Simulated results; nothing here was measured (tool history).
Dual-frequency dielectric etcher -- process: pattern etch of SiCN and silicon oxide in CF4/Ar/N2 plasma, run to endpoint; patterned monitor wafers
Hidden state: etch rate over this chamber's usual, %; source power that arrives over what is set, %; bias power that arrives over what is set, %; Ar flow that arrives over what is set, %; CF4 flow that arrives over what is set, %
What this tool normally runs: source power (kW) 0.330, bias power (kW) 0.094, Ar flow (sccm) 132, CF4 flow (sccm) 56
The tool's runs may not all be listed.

| run | hour | source power (kW) | bias power (kW) | Ar flow (sccm) | CF4 flow (sccm) | wafers since the last listed run | hours since the last wet clean | hours since the last source power generator calibration | hours since the last bias power generator calibration | hours since the last Ar flow controller change | hours since the last CF4 flow controller change | hours since the last upper electrode change | incoming incoming film thickness, nm | endpoint time (s) |
|---|---|---|---|---|---|---|---|---|---|---|---|---|---|---|
| 1 | 0.0 | 0.330 | 0.094 | 143 | 56 | 0 | 443.8 | 4359.2 | 4773.8 | 1552.8 | 5185.9 | 5072.8 | 8.45 | 12.4 |
| 2 | 8.5 | 0.330 | 0.094 | 143 | 56 | 103 | 452.3 | 4367.7 | 4782.3 | 1561.3 | 5194.4 | 5081.3 | 8.38 | 12.3 |
| 3 | 21.0 | 0.330 | 0.094 | 143 | 56 | 152 | 464.8 | 4380.2 | 4794.8 | 1573.8 | 5206.9 | 5093.8 | 8.39 | 12.5 |
| 4 | 31.6 | 0.330 | 0.094 | 132 | 56 | 128 | 475.4 | 4390.8 | 4805.4 | 1584.4 | 5217.5 | 5104.4 | 8.36 | 12.3 |
| 5 | 45.3 | 0.330 | 0.094 | 132 | 56 | 166 | 489.1 | 4404.5 | 4819.1 | 1598.1 | 5231.2 | 5118.1 | 8.47 | 12.6 |
|  | 66.2 | bias power generator calibrated |
|  | 77.1 | Ar flow controller replaced |
|  | 78.0 | upper electrode replaced |
|  | 79.4 | CF4 flow controller replaced |
| 6 | 79.9 | 0.300 | 0.094 | 132 | 56 | 271 | 523.7 | 4439.1 | 13.7 | 2.8 | 0.5 | 1.9 | 8.34 | 13.4 |
| 7 | 80.2 | 0.300 | 0.094 | 132 | 56 | 3 | 524.0 | 4439.4 | 14.0 | 3.1 | 0.8 | 2.2 | 8.46 | 13.6 |
| 8 | 80.5 | 0.310 | 0.094 | 132 | 62 | 3 | 524.3 | 4439.7 | 14.3 | 3.4 | 1.1 | 2.5 | 8.40 | 13.0 |
| 9 | 88.6 | 0.300 | 0.094 | 132 | 56 | 98 | 532.4 | 4447.8 | 22.4 | 11.5 | 9.2 | 10.6 | 8.37 | 13.3 |
|  | 95.4 | source power generator calibrated |
|  | 122.7 | wet clean of the chamber |
| 10 | 123.2 | 0.370 | 0.102 | 105 | 45 | 80 | 0.5 | 27.8 | 57.0 | 46.1 | 43.8 | 45.2 | 8.51 | 10.7 |
| 11 | 123.6 | 0.300 | 0.094 | 132 | 69 | 4 | 0.9 | 28.2 | 57.4 | 46.5 | 44.2 | 45.6 | 8.46 | 13.0 |
| 12 | 130.3 | 0.330 | 0.113 | 132 | 70 | 81 | 7.6 | 34.9 | 64.1 | 53.2 | 50.9 | 52.3 | 8.37 | 11.0 |
| 13 | 141.1 | 0.400 | 0.107 | 132 | 56 | 131 | 18.4 | 45.7 | 74.9 | 64.0 | 61.7 | 63.1 | 8.37 | 9.8 |
| 14 | 154.1 | 0.300 | 0.107 | 112 | 47 | 158 | 31.4 | 58.7 | 87.9 | 77.0 | 74.7 | 76.1 | 8.42 | 12.6 |
| 15 | 164.0 | 0.390 | 0.114 | 111 | 47 | 120 | 41.3 | 68.6 | 97.8 | 86.9 | 84.6 | 86.0 | 8.40 | 9.9 |
| 16 | 174.5 | 0.330 | 0.094 | 132 | 56 | 127 | 51.8 | 79.1 | 108.3 | 97.4 | 95.1 | 96.5 | 8.38 | 12.3 |
| 17 | 183.4 | 0.330 | 0.094 | 132 | 65 | 108 | 60.7 | 88.0 | 117.2 | 106.3 | 104.0 | 105.4 | 8.40 | 12.2 |

5 options for the next run, each taken on its own from the tool as it stands now. Forecast them:
| A | 183.8 | 0.250 | 0.094 | 132 | 56 | 4 | 61.1 | 88.4 | 117.6 | 106.7 | 104.4 | 105.8 | 8.33 | ? |
| B | 183.8 | 0.290 | 0.094 | 132 | 45 | 4 | 61.1 | 88.4 | 117.6 | 106.7 | 104.4 | 105.8 | 8.33 | ? |
| C | 183.8 | 0.330 | 0.094 | 149 | 56 | 4 | 61.1 | 88.4 | 117.6 | 106.7 | 104.4 | 105.8 | 8.33 | ? |
| D | 183.8 | 0.330 | 0.077 | 132 | 56 | 4 | 61.1 | 88.4 | 117.6 | 106.7 | 104.4 | 105.8 | 8.33 | ? |
| E | 183.8 | 0.260 | 0.094 | 132 | 61 | 4 | 61.1 | 88.4 | 117.6 | 106.7 | 104.4 | 105.8 | 8.33 | ? |

| run | endpoint time (s) |
|---|---|
| A | 15.4 |
| B | 13.9 |
| C | 12.4 |
| D | 13.3 |
| E | 14.8 |
With no hidden state in the tool, these same runs would have given:
| run | endpoint time (s) |
|---|---|
| A | 15.4 |
| B | 13.9 |
| C | 12.4 |
| D | 13.3 |
| E | 14.8 |
